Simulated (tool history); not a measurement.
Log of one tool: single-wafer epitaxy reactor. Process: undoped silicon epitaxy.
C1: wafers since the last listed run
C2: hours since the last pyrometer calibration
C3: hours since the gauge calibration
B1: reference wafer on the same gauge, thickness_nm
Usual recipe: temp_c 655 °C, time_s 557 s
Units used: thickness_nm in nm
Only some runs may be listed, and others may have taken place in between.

Run 1, hour 0.0: usual settings; C1 0; C2 952.7; C3 198.8; B1 131.040. Result: thickness_nm 104.743 nm.
Run 2, hour 13.6: usual settings; C1 52; C2 966.3; C3 212.4; B1 131.067. Result: thickness_nm 104.038 nm.
Run 3, hour 30.9: usual settings; C1 66; C2 983.6; C3 229.7; B1 131.025. Result: thickness_nm 104.581 nm.
Run 4, hour 37.8: usual settings; C1 26; C2 990.5; C3 236.6; B1 131.057. Result: thickness_nm 105.052 nm.
Run 5, hour 46.8: usual settings; C1 34; C2 999.5; C3 245.6; B1 131.006. Result: thickness_nm 105.234 nm.
Run 6, hour 54.6: usual settings; C1 30; C2 1007.3; C3 253.4; B1 130.943. Result: thickness_nm 104.925 nm.
Run 7, hour 72.1: usual settings but temp_c 666 °C; C1 67; C2 1024.8; C3 270.9; B1 131.082. Result: thickness_nm 128.701 nm.
Run 8, hour 90.1: usual settings but temp_c 666 °C; C1 69; C2 1042.8; C3 288.9; B1 131.057. Result: thickness_nm 128.253 nm.
Run 9, hour 96.9: usual settings but time_s 598 s; C1 26; C2 1049.6; C3 295.7; B1 130.933. Result: thickness_nm 111.891 nm.
Run 10, hour 105.3: usual settings but temp_c 662 °C; C1 32; C2 1058.0; C3 304.1; B1 130.948. Result: thickness_nm 119.360 nm.
Run 11, hour 113.1: usual settings but temp_c 662 °C; C1 30; C2 1065.8; C3 311.9; B1 130.985. Result: thickness_nm 118.716 nm.
Run 12, hour 127.9: usual settings but temp_c 662 °C; C1 57; C2 1080.6; C3 326.7; B1 130.853. Result: thickness_nm 118.546 nm.
Run 13, hour 153.5: usual settings; C1 99; C2 1106.2; C3 352.3; B1 130.938. Result: thickness_nm 103.480 nm.
Run 14, hour 166.4: usual settings; C1 49; C2 1119.1; C3 365.2; B1 131.096. Result: thickness_nm 103.361 nm.
Run 15, hour 184.4: usual settings; C1 69; C2 1137.1; C3 383.2; B1 131.035. Result: thickness_nm 103.297 nm.
Run 16, hour 191.9: usual settings but temp_c 642 °C; C1 29; C2 1144.6; C3 390.7; B1 130.985. Result: thickness_nm 80.534 nm.
At hour 213.7: pyrometer calibrated.
Run 17, hour 214.2: usual settings; C1 55; C2 0.5; C3 413.0; B1 130.991. Result: thickness_nm 110.072 nm.
Run 18, hour 219.8: usual settings; C1 21; C2 6.1; C3 418.6; B1 130.954. Result: thickness_nm 110.430 nm.
Run 19, hour 236.2: usual settings but temp_c 648 °C, time_s 586 s; C1 63; C2 22.5; C3 435.0; B1 131.053. Result: thickness_nm 100.738 nm.
Run 20, hour 247.3: usual settings but time_s 611 s; C1 42; C2 33.6; C3 446.1; B1 130.992. Result: thickness_nm 120.357 nm.
At hour 254.3: gauge calibrated.
Run 21, hour 265.0: usual settings but time_s 528 s; C1 68; C2 51.3; C3 10.7; B1 131.032. Result: thickness_nm 103.601 nm.
Run 22, hour 315.3: usual settings but time_s 493 s; C1 194; C2 101.6; C3 61.0; B1 130.970. Result: thickness_nm 96.383 nm.
Run 23, hour 330.8: usual settings but temp_c 668 °C, time_s 644 s; C1 59; C2 117.1; C3 76.5; B1 130.977. Result: thickness_nm 161.056 nm.
Run 24, hour 347.3: usual settings but temp_c 659 °C, time_s 622 s; C1 63; C2 133.6; C3 93.0; B1 130.944. Result: thickness_nm 130.336 nm.
Run 25, hour 361.2: usual settings but temp_c 668 °C, time_s 591 s; C1 53; C2 147.5; C3 106.9; B1 130.995. Result: thickness_nm 146.792 nm.
Run 26, hour 377.4: usual settings; C1 62; C2 163.7; C3 123.1; B1 131.030. Result: thickness_nm 108.220 nm.
Run 27, hour 392.6: usual settings but temp_c 651 °C, time_s 470 s; C1 58; C2 178.9; C3 138.3; B1 131.092. Result: thickness_nm 84.296 nm.
Run 28, hour 403.9: usual settings but temp_c 664 °C, time_s 446 s; C1 43; C2 190.2; C3 149.6; B1 130.910. Result: thickness_nm 102.208 nm.

Forecast each of these 4 alternatives for the next run:
Run A, hour 404.5: usual settings; C1 2; C2 190.8; C3 150.2; B1 ?. Result: thickness_nm ?.
Run B, hour 404.5: usual settings but temp_c 650 °C; C1 2; C2 190.8; C3 150.2; B1 ?. Result: thickness_nm ?.
Run C, hour 404.5: usual settings but temp_c 651 °C, time_s 616 s; C1 2; C2 190.8; C3 150.2; B1 ?. Result: thickness_nm ?.
Run D, hour 404.5: usual settings but time_s 589 s; C1 2; C2 190.8; C3 150.2; B1 ?. Result: thickness_nm ?.

run       B1  thickness_nm
  A  130.921       108.663
  B  130.921        98.758
  C  130.921       111.334
  D  130.921       114.906
The same runs, with their run-to-run variation unchanged, on a tool lacking any hidden condition would have given:
run  thickness_nm
  A       112.052
  B       101.867
  C       114.834
  D       118.489
